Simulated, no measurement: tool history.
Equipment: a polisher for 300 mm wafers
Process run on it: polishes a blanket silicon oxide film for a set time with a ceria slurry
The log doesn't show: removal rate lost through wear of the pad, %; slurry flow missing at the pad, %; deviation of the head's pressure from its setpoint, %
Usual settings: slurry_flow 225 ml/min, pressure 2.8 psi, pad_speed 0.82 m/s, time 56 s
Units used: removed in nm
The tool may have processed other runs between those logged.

| run | hour | slurry_flow | pressure | pad_speed | time | wafers since the last listed run | wafers polished on this pad | hours since the slurry nozzle was cleaned | hours since the head pressure was calibrated | incoming thickness of the incoming film, nm | removed |
|---|---|---|---|---|---|---|---|---|---|---|---|
| 1 | 0.0 | 245 | 2.1 | 0.82 | 56 | 0 | 2955 | 217.7 | 319.0 | 1439.9 | 107.9 |
|  | 29.2 | worn pad replaced by a new one |
| 2 | 29.7 | 245 | 2.1 | 0.82 | 56 | 332 | 6 | 247.4 | 348.7 | 1438.1 | 100.5 |
| 3 | 58.4 | 225 | 2.8 | 0.82 | 56 | 371 | 378 | 276.1 | 377.4 | 1419.6 | 131.0 |
| 4 | 86.1 | 225 | 2.8 | 0.82 | 56 | 358 | 737 | 303.8 | 405.1 | 1448.4 | 131.4 |
| 5 | 118.5 | 225 | 2.8 | 0.82 | 56 | 419 | 1157 | 336.2 | 437.5 | 1453.4 | 131.0 |
| 6 | 142.9 | 225 | 2.8 | 0.82 | 56 | 316 | 1473 | 360.6 | 461.9 | 1440.2 | 128.0 |
|  | 160.4 | head pressure recalibrated |
| 7 | 165.8 | 225 | 2.8 | 0.82 | 56 | 270 | 1744 | 383.5 | 5.4 | 1416.2 | 127.9 |
| 8 | 189.3 | 245 | 2.8 | 0.82 | 56 | 304 | 2048 | 407.0 | 28.9 | 1441.4 | 130.1 |
| 9 | 207.5 | 245 | 2.8 | 0.82 | 56 | 235 | 2284 | 425.2 | 47.1 | 1448.8 | 125.7 |
| 10 | 235.5 | 245 | 2.8 | 0.82 | 56 | 362 | 2647 | 453.2 | 75.1 | 1414.2 | 127.4 |
| 11 | 249.1 | 225 | 2.8 | 0.82 | 50 | 176 | 2823 | 466.8 | 88.7 | 1427.9 | 114.6 |
|  | 263.2 | worn pad replaced by a new one, repeated, since the last time left the tool worse |
| 12 | 284.0 | 225 | 2.8 | 0.82 | 50 | 400 | 269 | 501.7 | 123.6 | 1433.7 | 133.1 |
| 13 | 311.3 | 225 | 2.8 | 0.82 | 56 | 353 | 623 | 529.0 | 150.9 | 1428.2 | 145.6 |
| 14 | 345.3 | 225 | 2.8 | 0.82 | 56 | 440 | 1064 | 563.0 | 184.9 | 1433.1 | 146.8 |
| 15 | 370.1 | 225 | 2.8 | 0.82 | 56 | 321 | 1385 | 587.8 | 209.7 | 1438.3 | 145.9 |
| 16 | 383.7 | 225 | 3.4 | 0.82 | 56 | 176 | 1561 | 601.4 | 223.3 | 1444.0 | 172.8 |
| 17 | 446.8 | 225 | 2.4 | 0.82 | 66 | 817 | 2379 | 664.5 | 286.4 | 1443.5 | 146.7 |
| 18 | 496.6 | 195 | 2.3 | 0.82 | 70 | 645 | 3024 | 714.3 | 336.2 | 1443.5 | 143.0 |
| 19 | 520.3 | 225 | 2.8 | 0.82 | 56 | 307 | 3331 | 738.0 | 359.9 | 1433.5 | 142.5 |
|  | 524.6 | head pressure recalibrated |
| 20 | 535.2 | 225 | 2.8 | 0.82 | 56 | 167 | 3498 | 752.9 | 10.6 | 1439.9 | 140.2 |
|  | 555.2 | worn pad replaced by a new one |
| 21 | 557.1 | 225 | 2.8 | 0.82 | 56 | 231 | 24 | 774.8 | 32.5 | 1444.6 | 150.4 |
|  | 599.0 | slurry nozzle cleaned |
| 22 | 644.0 | 225 | 2.8 | 0.92 | 56 | 1112 | 1137 | 45.0 | 119.4 | 1444.8 | 168.1 |
| 23 | 673.9 | 225 | 2.8 | 0.82 | 56 | 387 | 1524 | 74.9 | 149.3 | 1441.6 | 143.5 |
| 24 | 697.9 | 225 | 2.0 | 0.66 | 41 | 310 | 1835 | 98.9 | 173.3 | 1439.1 | 60.6 |
| 25 | 715.3 | 295 | 2.8 | 0.82 | 69 | 225 | 2060 | 116.3 | 190.7 | 1438.4 | 181.1 |
| 26 | 783.3 | 295 | 3.5 | 0.82 | 56 | 880 | 2941 | 184.3 | 258.7 | 1428.8 | 179.9 |
| 27 | 818.9 | 225 | 2.8 | 1.08 | 56 | 461 | 3403 | 219.9 | 294.3 | 1436.7 | 184.8 |
|  | 842.7 | worn pad replaced by a new one |
| 28 | 856.1 | 225 | 2.8 | 0.82 | 56 | 430 | 174 | 257.1 | 331.5 | 1434.8 | 149.8 |
| 29 | 890.9 | 225 | 2.8 | 0.82 | 56 | 450 | 624 | 291.9 | 366.3 | 1415.3 | 148.8 |
| 30 | 919.7 | 225 | 2.8 | 0.82 | 56 | 373 | 998 | 320.7 | 395.1 | 1414.9 | 149.3 |
| 31 | 946.0 | 225 | 2.8 | 0.82 | 56 | 340 | 1338 | 347.0 | 421.4 | 1423.0 | 142.7 |
| 32 | 963.1 | 285 | 3.1 | 0.82 | 37 | 221 | 1560 | 364.1 | 438.5 | 1418.8 | 109.0 |
|  | 982.9 | head pressure recalibrated |
| 33 | 984.7 | 225 | 3.3 | 0.82 | 68 | 253 | 1814 | 385.7 | 1.8 | 1453.9 | 207.7 |
| 34 | 1010.2 | 280 | 2.2 | 0.54 | 66 | 330 | 2144 | 411.2 | 27.3 | 1423.9 | 88.1 |
| 35 | 1027.2 | 300 | 2.8 | 1.00 | 56 | 220 | 2364 | 428.2 | 44.3 | 1425.5 | 179.0 |
| 36 | 1050.9 | 225 | 3.5 | 0.66 | 51 | 307 | 2671 | 451.9 | 68.0 | 1435.1 | 134.4 |
|  | 1070.1 | worn pad replaced by a new one |
| 37 | 1080.6 | 195 | 2.8 | 0.82 | 56 | 332 | 135 | 481.6 | 97.7 | 1457.6 | 145.2 |
| 38 | 1107.2 | 200 | 2.5 | 1.02 | 56 | 344 | 480 | 508.2 | 124.3 | 1425.1 | 157.2 |

Branching from run 38: 3 alternative next runs. What would each branch give?
| A | 1107.6 | 225 | 2.8 | 0.82 | 56 | 5 | 485 | 508.6 | 124.7 | 1438.4 | ? |
| B | 1107.6 | 265 | 2.8 | 0.82 | 56 | 5 | 485 | 508.6 | 124.7 | 1438.4 | ? |
| C | 1107.6 | 225 | 2.8 | 0.82 | 64 | 5 | 485 | 508.6 | 124.7 | 1438.4 | ? |

| run | removed |
|---|---|
| A | 147.8 |
| B | 149.9 |
| C | 168.9 |
What these runs would have given with no unlogged condition in the tool:
| run | removed |
|---|---|
| A | 150.4 |
| B | 152.6 |
| C | 171.9 |

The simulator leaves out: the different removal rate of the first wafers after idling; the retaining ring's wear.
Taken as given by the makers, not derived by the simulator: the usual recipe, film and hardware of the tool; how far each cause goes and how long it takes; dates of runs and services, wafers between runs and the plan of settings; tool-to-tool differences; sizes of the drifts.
